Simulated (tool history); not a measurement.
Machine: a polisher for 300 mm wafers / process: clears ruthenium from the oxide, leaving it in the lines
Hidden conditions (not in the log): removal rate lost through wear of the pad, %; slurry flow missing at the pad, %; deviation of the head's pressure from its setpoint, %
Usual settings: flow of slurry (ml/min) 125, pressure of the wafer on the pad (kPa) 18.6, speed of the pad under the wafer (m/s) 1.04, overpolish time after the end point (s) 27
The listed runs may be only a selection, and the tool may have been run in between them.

| run | hour | flow of slurry (ml/min) | pressure of the wafer on the pad (kPa) | speed of the pad under the wafer (m/s) | overpolish time after the end point (s) | wafers since the last listed run | wafers polished on this pad | hours since the slurry nozzle was cleaned | hours since the head pressure was calibrated | incoming thickness of the incoming film, nm | time until the end point was called (s) |
|---|---|---|---|---|---|---|---|---|---|---|---|
| 1 | 0 | 125 | 18.6 | 1.04 | 27 | 0 | 84 | 331.9 | 2.1 | 121.3 | 77 |
| 2 | 57.5 | 125 | 18.6 | 1.04 | 27 | 355 | 439 | 389.4 | 59.6 | 120.4 | 76 |
| 3 | 118.5 | 125 | 18.6 | 1.04 | 27 | 376 | 816 | 450.4 | 120.6 | 119.1 | 74.3 |
| 4 | 160 | 125 | 18.6 | 1.04 | 27 | 256 | 1073 | 491.9 | 162.1 | 120 | 76.1 |
| 5 | 186.8 | 125 | 18.6 | 1.04 | 27 | 165 | 1238 | 518.7 | 188.9 | 119.4 | 74.5 |
| 6 | 212.5 | 125 | 18.6 | 1.04 | 27 | 158 | 1397 | 544.4 | 214.6 | 119.1 | 72.5 |
| 7 | 269.5 | 125 | 18.6 | 1.04 | 27 | 352 | 1749 | 601.4 | 271.6 | 120 | 74.9 |
| 8 | 305.7 | 125 | 18.6 | 1.04 | 27 | 223 | 1973 | 637.6 | 307.8 | 118.5 | 74.4 |
|  | 344.5 | worn pad replaced by a new one |
| 9 | 435.7 | 125 | 18.6 | 1.04 | 27 | 778 | 563 | 767.6 | 437.8 | 119.5 | 74.3 |
|  | 445.9 | head pressure recalibrated |
| 10 | 493.3 | 125 | 18.6 | 1.04 | 27 | 343 | 906 | 825.2 | 47.4 | 120.3 | 74.7 |
| 11 | 521.4 | 125 | 16.5 | 1.18 | 27 | 173 | 1080 | 853.3 | 75.5 | 119.4 | 72.3 |
| 12 | 590 | 125 | 16.5 | 1.18 | 27 | 423 | 1504 | 921.9 | 144.1 | 121.8 | 74.3 |
|  | 595.8 | slurry nozzle cleaned |
| 13 | 637.3 | 125 | 18.6 | 1.04 | 27 | 285 | 1790 | 41.5 | 191.4 | 119.5 | 73.5 |
|  | 704 | worn pad replaced by a new one |
| 14 | 704.5 | 125 | 18.6 | 1.04 | 27 | 390 | 3 | 108.7 | 258.6 | 121.2 | 75.7 |
| 15 | 740.3 | 125 | 18.6 | 1.12 | 27 | 221 | 224 | 144.5 | 294.4 | 122.1 | 71.4 |
|  | 796.9 | head pressure recalibrated |
| 16 | 807.1 | 155 | 18.6 | 1.04 | 27 | 400 | 624 | 211.3 | 10.2 | 119.2 | 72.3 |
| 17 | 834.4 | 125 | 18.6 | 1.04 | 27 | 168 | 793 | 238.6 | 37.5 | 121.8 | 75.5 |
| 18 | 877.2 | 125 | 18.6 | 1.04 | 27 | 264 | 1057 | 281.4 | 80.3 | 119.1 | 73.4 |
| 19 | 947 | 125 | 18.6 | 0.92 | 42 | 431 | 1488 | 351.2 | 150.1 | 122.6 | 85.7 |
| 20 | 997.7 | 125 | 18.6 | 1.04 | 27 | 313 | 1801 | 401.9 | 200.8 | 118.6 | 74.5 |
|  | 1055.3 | worn pad replaced by a new one |
| 21 | 1058.7 | 125 | 18.6 | 1.22 | 27 | 352 | 20 | 462.9 | 261.8 | 119.3 | 63.5 |
| 22 | 1122.3 | 125 | 24.8 | 0.86 | 37 | 392 | 413 | 526.5 | 325.4 | 118 | 70.6 |
| 23 | 1153 | 125 | 18.6 | 1.04 | 27 | 189 | 603 | 557.2 | 356.1 | 120.3 | 75.5 |
|  | 1211.2 | head pressure recalibrated |
| 24 | 1217.2 | 115 | 22.8 | 0.86 | 37 | 384 | 987 | 621.4 | 6 | 120.1 | 77 |
| 25 | 1244 | 125 | 20.7 | 1.04 | 27 | 165 | 1152 | 648.2 | 32.8 | 122.2 | 69.4 |
| 26 | 1314.1 | 125 | 22.8 | 1.04 | 27 | 432 | 1585 | 718.3 | 102.9 | 120.1 | 63.5 |
|  | 1324.7 | slurry nozzle cleaned |
| 27 | 1354.4 | 160 | 13.1 | 1.2 | 36 | 242 | 1828 | 29.7 | 143.2 | 118.7 | 81.9 |
| 28 | 1413.2 | 155 | 18.6 | 1.04 | 27 | 363 | 2191 | 88.5 | 202 | 117.8 | 71.9 |
|  | 1418.7 | worn pad replaced by a new one |
| 29 | 1469 | 125 | 18.6 | 0.9 | 33 | 319 | 310 | 144.3 | 257.8 | 120 | 86.1 |
| 30 | 1528.7 | 125 | 18.6 | 1.04 | 27 | 368 | 679 | 204 | 317.5 | 118.5 | 74.1 |
|  | 1555.3 | head pressure recalibrated |
| 31 | 1563.4 | 95 | 18.6 | 1.04 | 34 | 201 | 881 | 238.7 | 8.1 | 119.8 | 76.6 |
| 32 | 1596 | 125 | 18.6 | 1.04 | 27 | 201 | 1082 | 271.3 | 40.7 | 120.5 | 75.7 |
| 33 | 1652.6 | 110 | 18.6 | 1.14 | 40 | 349 | 1432 | 327.9 | 97.3 | 120.9 | 69.5 |
|  | 1787.3 | worn pad replaced by a new one |
| 34 | 1790.8 | 160 | 13.1 | 1.2 | 36 | 828 | 21 | 466.1 | 235.5 | 120.3 | 81.5 |
|  | 1926.3 | head pressure recalibrated |
| 35 | 1978 | 170 | 16.5 | 0.78 | 27 | 1143 | 1165 | 653.3 | 51.7 | 119.8 | 103.8 |

Run-by-run hidden state of the tool:
removal rate lost through wear of the pad, %: 0 across all the runs
slurry flow missing at the pad, %: 0 across all the runs
deviation of the head's pressure from its setpoint, %: 0 across all the runs
